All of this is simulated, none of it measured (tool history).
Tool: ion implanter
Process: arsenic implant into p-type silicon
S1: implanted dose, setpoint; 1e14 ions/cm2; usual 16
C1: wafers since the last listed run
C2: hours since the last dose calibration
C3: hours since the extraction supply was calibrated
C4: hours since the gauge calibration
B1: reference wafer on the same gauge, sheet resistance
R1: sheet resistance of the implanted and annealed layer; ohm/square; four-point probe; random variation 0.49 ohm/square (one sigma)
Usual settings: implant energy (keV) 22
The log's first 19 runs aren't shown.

{"run": 20, "hour": 1367.5, "S1": 16, "implant energy (keV)": 16, "C1": 1204, "C2": 513.8, "C3": 714, "C4": 1174.6, "B1": 131.14, "R1": 129.01}
{"run": 21, "hour": 1460.8, "S1": 12.21, "implant energy (keV)": 24.5, "C1": 1058, "C2": 607.1, "C3": 807.3, "C4": 1267.9, "B1": 131.2, "R1": 117.21}
{"run": 22, "hour": 1499.5, "S1": 12.95, "implant energy (keV)": 20, "C1": 438, "C2": 645.8, "C3": 846, "C4": 1306.6, "B1": 131.16, "R1": 125.13}
{"run": 23, "hour": 1551.2, "S1": 11.39, "implant energy (keV)": 14.5, "C1": 586, "C2": 697.5, "C3": 897.7, "C4": 1358.3, "B1": 131.26, "R1": 145.14}
{"hour": 1579.3, "done": "Faraday cup replaced and dose calibrated"}
{"run": 24, "hour": 1624.4, "S1": 14.14, "implant energy (keV)": 16, "C1": 739, "C2": 45.1, "C3": 970.9, "C4": 1431.5, "B1": 131.29, "R1": 132.63}
{"hour": 1625.6, "done": "gauge calibrated"}
{"run": 25, "hour": 1675.5, "S1": 14.53, "implant energy (keV)": 26.5, "C1": 579, "C2": 96.2, "C3": 1022, "C4": 49.9, "B1": 128.07, "R1": 104.55}
{"run": 26, "hour": 1760.1, "S1": 14.14, "implant energy (keV)": 16, "C1": 959, "C2": 180.8, "C3": 1106.6, "C4": 134.5, "B1": 128.6, "R1": 130.45}
{"run": 27, "hour": 1803.7, "S1": 16, "implant energy (keV)": 22, "C1": 494, "C2": 224.4, "C3": 1150.2, "C4": 178.1, "B1": 128.76, "R1": 112.75}
{"run": 28, "hour": 1896.7, "S1": 16, "implant energy (keV)": 22, "C1": 1054, "C2": 317.4, "C3": 1243.2, "C4": 271.1, "B1": 129.26, "R1": 112.13}
{"run": 29, "hour": 1940.2, "S1": 13.71, "implant energy (keV)": 28, "C1": 493, "C2": 360.9, "C3": 1286.7, "C4": 314.6, "B1": 129.45, "R1": 106.29}
{"run": 30, "hour": 2036.6, "S1": 16, "implant energy (keV)": 22, "C1": 1093, "C2": 457.3, "C3": 1383.1, "C4": 411, "B1": 129.73, "R1": 113.17}
{"run": 31, "hour": 2114.3, "S1": 16, "implant energy (keV)": 19, "C1": 881, "C2": 535, "C3": 1460.8, "C4": 488.7, "B1": 129.85, "R1": 120.95}
{"run": 32, "hour": 2165.4, "S1": 12.94, "implant energy (keV)": 22, "C1": 579, "C2": 586.1, "C3": 1511.9, "C4": 539.8, "B1": 130, "R1": 119.04}
{"run": 33, "hour": 2228.4, "S1": 20.33, "implant energy (keV)": 24.5, "C1": 714, "C2": 649.1, "C3": 1574.9, "C4": 602.8, "B1": 130.09, "R1": 103.26}
{"hour": 2318.7, "done": "Faraday cup replaced and dose calibrated"}
{"run": 34, "hour": 2319.5, "S1": 14.76, "implant energy (keV)": 19, "C1": 942, "C2": 0.8, "C3": 1666, "C4": 693.9, "B1": 130.34, "R1": 121.55}
{"run": 35, "hour": 2409.1, "S1": 19.69, "implant energy (keV)": 18, "C1": 1016, "C2": 90.4, "C3": 1755.6, "C4": 783.5, "B1": 130.42, "R1": 118.9}
{"run": 36, "hour": 2468.0, "S1": 11.33, "implant energy (keV)": 24, "C1": 668, "C2": 149.3, "C3": 1814.5, "C4": 842.4, "B1": 130.53, "R1": 122.59}

5 ways to go on from here, each from the tool as it stands after run 36. What would each give?
{"run": "A", "hour": 2468.4, "S1": 16, "implant energy (keV)": 22, "C1": 4, "C2": 149.7, "C3": 1814.9, "C4": 842.8, "B1": "?", "R1": "?"}
{"run": "B", "hour": 2468.4, "S1": 13.65, "implant energy (keV)": 25.5, "C1": 4, "C2": 149.7, "C3": 1814.9, "C4": 842.8, "B1": "?", "R1": "?"}
{"run": "C", "hour": 2468.4, "S1": 17.22, "implant energy (keV)": 27, "C1": 4, "C2": 149.7, "C3": 1814.9, "C4": 842.8, "B1": "?", "R1": "?"}
{"run": "D", "hour": 2468.4, "S1": 19.47, "implant energy (keV)": 29, "C1": 4, "C2": 149.7, "C3": 1814.9, "C4": 842.8, "B1": "?", "R1": "?"}
{"run": "E", "hour": 2468.4, "S1": 11.47, "implant energy (keV)": 19.5, "C1": 4, "C2": 149.7, "C3": 1814.9, "C4": 842.8, "B1": "?", "R1": "?"}

run=A B1=130.44 R1=112.41
run=B B1=130.44 R1=110.12
run=C B1=130.44 R1=101.06
run=D B1=130.44 R1=95.53
run=E B1=130.44 R1=129.7
Without the tool's hidden state the same runs would have given:
run=A R1=110.2
run=B R1=107.95
run=C R1=99.08
run=D R1=93.65
run=E R1=127.15
